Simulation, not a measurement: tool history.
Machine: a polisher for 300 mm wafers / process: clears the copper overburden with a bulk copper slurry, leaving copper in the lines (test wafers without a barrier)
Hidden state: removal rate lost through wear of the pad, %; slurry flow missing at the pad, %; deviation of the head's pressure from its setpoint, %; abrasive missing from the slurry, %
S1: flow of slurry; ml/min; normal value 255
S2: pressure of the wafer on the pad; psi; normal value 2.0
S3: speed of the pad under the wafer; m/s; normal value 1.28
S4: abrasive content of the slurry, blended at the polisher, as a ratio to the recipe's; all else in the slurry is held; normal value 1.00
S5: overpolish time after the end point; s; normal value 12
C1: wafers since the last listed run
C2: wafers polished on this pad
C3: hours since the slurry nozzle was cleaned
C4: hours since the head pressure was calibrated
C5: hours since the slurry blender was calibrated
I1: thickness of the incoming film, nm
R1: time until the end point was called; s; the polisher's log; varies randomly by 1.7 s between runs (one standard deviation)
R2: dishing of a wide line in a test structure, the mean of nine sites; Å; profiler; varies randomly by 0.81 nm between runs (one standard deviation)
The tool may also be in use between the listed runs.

{"run": 1, "hour": 0.0, "S1": 255, "S2": 2.0, "S3": 1.42, "S4": 1.0, "S5": 12, "C1": 0, "C2": 516, "C3": 398.4, "C4": 826.3, "C5": 361.4, "I1": 1366.0, "R1": 181.5, "R2": 488}
{"run": 2, "hour": 96.5, "S1": 255, "S2": 2.0, "S3": 1.42, "S4": 1.0, "S5": 12, "C1": 426, "C2": 942, "C3": 494.9, "C4": 922.8, "C5": 457.9, "I1": 1339.8, "R1": 182.5, "R2": 485}
{"hour": 137.2, "done": "slurry blender recalibrated"}
{"hour": 144.6, "done": "slurry nozzle cleaned"}
{"hour": 150.3, "done": "head pressure recalibrated"}
{"run": 3, "hour": 301.2, "S1": 255, "S2": 2.0, "S3": 1.42, "S4": 1.0, "S5": 12, "C1": 882, "C2": 1825, "C3": 156.6, "C4": 150.9, "C5": 164.0, "I1": 1377.8, "R1": 179.6, "R2": 493}
{"run": 4, "hour": 341.7, "S1": 255, "S2": 2.0, "S3": 1.28, "S4": 1.0, "S5": 12, "C1": 179, "C2": 2004, "C3": 197.1, "C4": 191.4, "C5": 204.5, "I1": 1324.3, "R1": 194.8, "R2": 454}
{"hour": 387.3, "done": "worn pad replaced by a new one"}
{"run": 5, "hour": 405.8, "S1": 275, "S2": 2.0, "S3": 1.28, "S4": 1.0, "S5": 12, "C1": 265, "C2": 81, "C3": 261.2, "C4": 255.5, "C5": 268.6, "I1": 1346.8, "R1": 181.7, "R2": 475}
{"run": 6, "hour": 431.9, "S1": 285, "S2": 2.0, "S3": 1.28, "S4": 1.0, "S5": 8, "C1": 115, "C2": 197, "C3": 287.3, "C4": 281.6, "C5": 294.7, "I1": 1336.5, "R1": 183.8, "R2": 363}
{"run": 7, "hour": 496.7, "S1": 185, "S2": 2.6, "S3": 1.28, "S4": 0.75, "S5": 12, "C1": 286, "C2": 483, "C3": 352.1, "C4": 346.4, "C5": 359.5, "I1": 1335.8, "R1": 165.0, "R2": 518}
{"run": 8, "hour": 532.4, "S1": 335, "S2": 1.5, "S3": 1.28, "S4": 1.0, "S5": 17, "C1": 157, "C2": 641, "C3": 387.8, "C4": 382.1, "C5": 395.2, "I1": 1342.7, "R1": 236.3, "R2": 475}
{"run": 9, "hour": 592.5, "S1": 255, "S2": 2.0, "S3": 1.28, "S4": 1.0, "S5": 12, "C1": 265, "C2": 907, "C3": 447.9, "C4": 442.2, "C5": 455.3, "I1": 1352.4, "R1": 198.8, "R2": 445}
{"hour": 624.0, "done": "slurry blender recalibrated"}
{"run": 10, "hour": 640.1, "S1": 220, "S2": 1.6, "S3": 0.84, "S4": 1.15, "S5": 12, "C1": 201, "C2": 1108, "C3": 495.5, "C4": 489.8, "C5": 16.1, "I1": 1371.5, "R1": 342.2, "R2": 298}
{"hour": 645.7, "done": "slurry nozzle cleaned"}
{"run": 11, "hour": 692.9, "S1": 255, "S2": 2.0, "S3": 1.28, "S4": 1.0, "S5": 12, "C1": 229, "C2": 1337, "C3": 47.2, "C4": 542.6, "C5": 68.9, "I1": 1348.2, "R1": 199.2, "R2": 443}
{"run": 12, "hour": 742.7, "S1": 255, "S2": 2.0, "S3": 1.28, "S4": 1.0, "S5": 12, "C1": 220, "C2": 1557, "C3": 97.0, "C4": 592.4, "C5": 118.7, "I1": 1343.4, "R1": 201.6, "R2": 453}
{"hour": 869.9, "done": "worn pad replaced by a new one"}
{"run": 13, "hour": 878.4, "S1": 255, "S2": 2.0, "S3": 1.28, "S4": 1.0, "S5": 6, "C1": 582, "C2": 37, "C3": 232.7, "C4": 728.1, "C5": 254.4, "I1": 1338.0, "R1": 184.8, "R2": 282}
{"run": 14, "hour": 918.6, "S1": 255, "S2": 2.0, "S3": 1.28, "S4": 1.0, "S5": 12, "C1": 177, "C2": 215, "C3": 272.9, "C4": 768.3, "C5": 294.6, "I1": 1345.7, "R1": 190.0, "R2": 462}
{"run": 15, "hour": 961.6, "S1": 310, "S2": 2.0, "S3": 1.28, "S4": 1.0, "S5": 17, "C1": 190, "C2": 405, "C3": 315.9, "C4": 811.3, "C5": 337.6, "I1": 1344.0, "R1": 189.7, "R2": 584}
{"hour": 1111.1, "done": "slurry nozzle cleaned"}
{"run": 16, "hour": 1111.6, "S1": 255, "S2": 2.0, "S3": 1.28, "S4": 1.0, "S5": 14, "C1": 658, "C2": 1064, "C3": 0.5, "C4": 961.3, "C5": 487.6, "I1": 1349.4, "R1": 202.7, "R2": 497}
{"run": 17, "hour": 1165.3, "S1": 255, "S2": 2.0, "S3": 1.28, "S4": 1.15, "S5": 17, "C1": 237, "C2": 1301, "C3": 54.2, "C4": 1015.0, "C5": 541.3, "I1": 1367.6, "R1": 201.6, "R2": 578}
{"hour": 1175.5, "done": "slurry blender recalibrated"}
{"hour": 1213.1, "done": "head pressure recalibrated"}
{"run": 18, "hour": 1370.3, "S1": 320, "S2": 2.0, "S3": 0.94, "S4": 0.75, "S5": 16, "C1": 888, "C2": 2190, "C3": 259.2, "C4": 157.2, "C5": 194.8, "I1": 1361.7, "R1": 261.7, "R2": 463}
{"run": 19, "hour": 1399.3, "S1": 255, "S2": 2.0, "S3": 1.28, "S4": 1.0, "S5": 12, "C1": 128, "C2": 2318, "C3": 288.2, "C4": 186.2, "C5": 223.8, "I1": 1359.6, "R1": 197.9, "R2": 454}
{"hour": 1409.0, "done": "worn pad replaced by a new one"}
{"run": 20, "hour": 1436.9, "S1": 255, "S2": 2.0, "S3": 1.28, "S4": 1.0, "S5": 12, "C1": 148, "C2": 123, "C3": 325.8, "C4": 223.8, "C5": 261.4, "I1": 1364.8, "R1": 183.1, "R2": 472}
{"run": 21, "hour": 1476.7, "S1": 255, "S2": 1.5, "S3": 1.28, "S4": 1.15, "S5": 10, "C1": 175, "C2": 299, "C3": 365.6, "C4": 263.6, "C5": 301.2, "I1": 1371.2, "R1": 234.3, "R2": 351}
{"run": 22, "hour": 1527.8, "S1": 255, "S2": 2.0, "S3": 1.28, "S4": 1.2, "S5": 9, "C1": 225, "C2": 525, "C3": 416.7, "C4": 314.7, "C5": 352.3, "I1": 1351.4, "R1": 185.4, "R2": 385}
{"run": 23, "hour": 1576.3, "S1": 300, "S2": 2.2, "S3": 1.28, "S4": 1.25, "S5": 7, "C1": 214, "C2": 739, "C3": 465.2, "C4": 363.2, "C5": 400.8, "I1": 1370.9, "R1": 176.3, "R2": 338}
{"hour": 1601.2, "done": "slurry nozzle cleaned"}
{"run": 24, "hour": 1645.4, "S1": 255, "S2": 2.4, "S3": 1.28, "S4": 1.0, "S5": 12, "C1": 301, "C2": 1040, "C3": 44.2, "C4": 432.3, "C5": 469.9, "I1": 1357.7, "R1": 173.3, "R2": 519}
{"run": 25, "hour": 1708.5, "S1": 220, "S2": 2.6, "S3": 1.28, "S4": 1.0, "S5": 12, "C1": 278, "C2": 1319, "C3": 107.3, "C4": 495.4, "C5": 533.0, "I1": 1345.3, "R1": 163.8, "R2": 535}
{"hour": 1733.2, "done": "slurry blender recalibrated"}
{"run": 26, "hour": 1772.4, "S1": 300, "S2": 2.0, "S3": 1.28, "S4": 1.0, "S5": 12, "C1": 273, "C2": 1593, "C3": 171.2, "C4": 559.3, "C5": 39.2, "I1": 1353.5, "R1": 199.5, "R2": 454}
{"run": 27, "hour": 1802.5, "S1": 205, "S2": 1.5, "S3": 1.64, "S4": 1.0, "S5": 12, "C1": 133, "C2": 1726, "C3": 201.3, "C4": 589.4, "C5": 69.3, "I1": 1353.0, "R1": 211.0, "R2": 428}
{"run": 28, "hour": 1870.4, "S1": 315, "S2": 2.0, "S3": 1.28, "S4": 1.0, "S5": 16, "C1": 300, "C2": 2026, "C3": 269.2, "C4": 657.3, "C5": 137.2, "I1": 1357.4, "R1": 201.8, "R2": 554}

Exercise: give the hidden state of the tool at every run:
slurry flow missing at the pad, %: 0 on each run
abrasive missing from the slurry, %: 0 on each run
H1: removal rate lost through wear of the pad, %
H2: deviation of the head's pressure from its setpoint, %
run=1 H1=4.84 H2=-8.07
run=2 H1=6.94 H2=-8.3
run=3 H1=8.96 H2=-2.52
run=4 H1=9.16 H2=-3.18
run=5 H1=1.84 H2=-4.09
run=6 H1=3.01 H2=-4.41
run=7 H1=5.27 H2=-5.13
run=8 H1=6.22 H2=-5.47
run=9 H1=7.44 H2=-5.97
run=10 H1=8.16 H2=-6.32
run=11 H1=8.77 H2=-6.65
run=12 H1=9.2 H2=-6.92
run=13 H1=1.05 H2=-7.5
run=14 H1=2.88 H2=-7.63
run=15 H1=4.44 H2=-7.76
run=16 H1=7.72 H2=-8.1
run=17 H1=8.37 H2=-8.19
run=18 H1=9.66 H2=-2.8
run=19 H1=9.75 H2=-3.27
run=20 H1=2.27 H2=-3.83
run=21 H1=3.9 H2=-4.36
run=22 H1=5.53 H2=-4.97
run=23 H1=6.71 H2=-5.46
run=24 H1=7.93 H2=-6.07
run=25 H1=8.7 H2=-6.53
run=26 H1=9.26 H2=-6.92
run=27 H1=9.46 H2=-7.08
run=28 H1=9.8 H2=-7.4
